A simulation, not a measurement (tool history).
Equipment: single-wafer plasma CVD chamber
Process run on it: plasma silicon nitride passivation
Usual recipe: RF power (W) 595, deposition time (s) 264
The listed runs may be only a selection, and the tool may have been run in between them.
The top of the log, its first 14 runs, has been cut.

| run | hour | RF power (W) | deposition time (s) | wafers since the last listed run | hours since the last RF generator calibration | hours since the showerhead was replaced | hours since the gauge calibration | read-back reference wafer on the same gauge, thickness_nm | mean film thickness on the monitor wafer (angstrom) |
|---|---|---|---|---|---|---|---|---|---|
| 15 | 1186.8 | 525 | 264 | 445 | 962.6 | 125.8 | 2739 | 473.99 | 4063.54 |
| 16 | 1242.2 | 525 | 264 | 423 | 1018 | 181.2 | 2794.4 | 474.487 | 4062.44 |
|  | 1245 | gauge calibrated |
| 17 | 1316.2 | 595 | 264 | 565 | 1092 | 255.2 | 71.2 | 474.002 | 4234.16 |
| 18 | 1360.5 | 595 | 264 | 338 | 1136.3 | 299.5 | 115.5 | 474.482 | 4217.87 |
| 19 | 1433.5 | 595 | 213 | 557 | 1209.3 | 372.5 | 188.5 | 474.216 | 3380.39 |
| 20 | 1498.1 | 545 | 223 | 493 | 1273.9 | 437.1 | 253.1 | 473.492 | 3453.43 |
| 21 | 1592.3 | 490 | 214 | 719 | 1368.1 | 531.3 | 347.3 | 474.062 | 3207.95 |
| 22 | 1637.3 | 505 | 282 | 343 | 1413.1 | 576.3 | 392.3 | 473.907 | 4231.5 |
| 23 | 1719.6 | 555 | 264 | 628 | 1495.4 | 658.6 | 474.6 | 473.92 | 4076.04 |
| 24 | 1803.1 | 490 | 219 | 637 | 1578.9 | 742.1 | 558.1 | 474.243 | 3249.17 |
| 25 | 1843.9 | 595 | 264 | 311 | 1619.7 | 782.9 | 598.9 | 474.011 | 4141.53 |
|  | 1867.4 | RF generator calibrated |
| 26 | 1933.1 | 650 | 230 | 620 | 65.7 | 872.1 | 688.1 | 473.959 | 3822.6 |
| 27 | 1977.9 | 595 | 264 | 342 | 110.5 | 916.9 | 732.9 | 473.97 | 4253.52 |
| 28 | 2079.8 | 645 | 302 | 778 | 212.4 | 1018.8 | 834.8 | 473.508 | 5004.19 |
| 29 | 2143.6 | 595 | 264 | 487 | 276.2 | 1082.6 | 898.6 | 474.038 | 4266.36 |
| 30 | 2227.4 | 535 | 316 | 640 | 360 | 1166.4 | 982.4 | 474.259 | 4951.19 |
| 31 | 2327.4 | 695 | 264 | 763 | 460 | 1266.4 | 1082.4 | 474.434 | 4494.19 |
| 32 | 2394.3 | 505 | 314 | 510 | 526.9 | 1333.3 | 1149.3 | 473.949 | 4820.13 |
| 33 | 2451.6 | 565 | 287 | 437 | 584.2 | 1390.6 | 1206.6 | 473.714 | 4551.01 |
| 34 | 2514.8 | 645 | 302 | 482 | 647.4 | 1453.8 | 1269.8 | 474.097 | 4989.52 |
| 35 | 2581.9 | 535 | 233 | 512 | 714.5 | 1520.9 | 1336.9 | 474.001 | 3615.42 |
| 36 | 2643.9 | 645 | 289 | 473 | 776.5 | 1582.9 | 1398.9 | 473.87 | 4798.96 |

Here are 4 independent what-if runs from the current tool condition. What would each one return?
| A | 2644.4 | 595 | 264 | 3 | 777 | 1583.4 | 1399.4 | ? | ? |
| B | 2644.4 | 660 | 248 | 3 | 777 | 1583.4 | 1399.4 | ? | ? |
| C | 2644.4 | 540 | 233 | 3 | 777 | 1583.4 | 1399.4 | ? | ? |
| D | 2644.4 | 680 | 264 | 3 | 777 | 1583.4 | 1399.4 | ? | ? |

| run | read-back reference wafer on the same gauge, thickness_nm | mean film thickness on the monitor wafer (angstrom) |
|---|---|---|
| A | 474.062 | 4237.25 |
| B | 474.062 | 4110.27 |
| C | 474.062 | 3628.72 |
| D | 474.062 | 4415.99 |
Without the tool's hidden state the same runs would have given:
| run | mean film thickness on the monitor wafer (angstrom) |
|---|---|
| A | 4277.82 |
| B | 4149.62 |
| C | 3663.46 |
| D | 4458.27 |
